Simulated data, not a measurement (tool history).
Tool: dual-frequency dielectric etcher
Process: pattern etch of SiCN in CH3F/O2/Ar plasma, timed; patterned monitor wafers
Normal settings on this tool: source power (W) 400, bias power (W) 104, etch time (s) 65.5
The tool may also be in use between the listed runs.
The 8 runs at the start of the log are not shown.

run     day  source power (W)  bias power (W)  etch time (s)  read-back reference wafer on the same gauge, depth_nm  mean etch depth across the wafer (Å)
     24.946  -- wet clean of the chamber
     25.012  -- bias power generator calibrated
  9  25.912               460             104           65.5                                                   23.6                                 286.3
     27.271  -- gauge calibrated
 10  27.888               460             104           65.5                                                  23.59                                 285.8
 11  31.612               460             104           65.5                                                  23.59                                 286.3
 12  34.338               400             104           65.5                                                  23.61                                 271.7
 13  37.146               450             104             70                                                  23.59                                 303.9
 14  39.417               450             104             70                                                   23.6                                 303.2
     41.821  -- source power generator calibrated
 15  41.875               370             104           65.5                                                  23.61                                 264.3
     49.583  -- upper electrode replaced
     50.396  -- wet clean of the chamber
 16  53.129               370             104           53.5                                                   23.6                                 216.1
 17  57.512               400              96           65.5                                                  23.61                                 262.9
 18  60.525               400             104           65.5                                                   23.6                                 271.6
 19  62.546               400             104           65.5                                                   23.6                                 273.1
 20  64.488               400              88           65.5                                                   23.6                                 256.8
 21  68.467               470             104           73.5                                                  23.61                                 323.5
 22  71.796               300              87           52.5                                                   23.6                                 184.2
     73.767  -- wet clean of the chamber
 23  75.938               400             104           65.5                                                  23.61                                 271.7
 24  77.979               400             104           65.5                                                   23.6                                 273.5
 25  80.488               320             130             71                                                   23.6                                   297
 26  83.012               310             104           49.5                                                   23.6                                   188
 27  86.058               400             104           65.5                                                  23.59                                 272.3
 28  87.958               490             104           48.5                                                   23.6                                 218.3

What will run 29 give?
 29  92.454               440              83             59                                                      ?                                     ?

{"run 29": {"read-back reference wafer on the same gauge, depth_nm": 23.61, "mean etch depth across the wafer (Å)": 235.1}}
With the hidden condition absent and the run-to-run variation left alone, this run would have shown mean etch depth across the wafer (Å) 233.3.

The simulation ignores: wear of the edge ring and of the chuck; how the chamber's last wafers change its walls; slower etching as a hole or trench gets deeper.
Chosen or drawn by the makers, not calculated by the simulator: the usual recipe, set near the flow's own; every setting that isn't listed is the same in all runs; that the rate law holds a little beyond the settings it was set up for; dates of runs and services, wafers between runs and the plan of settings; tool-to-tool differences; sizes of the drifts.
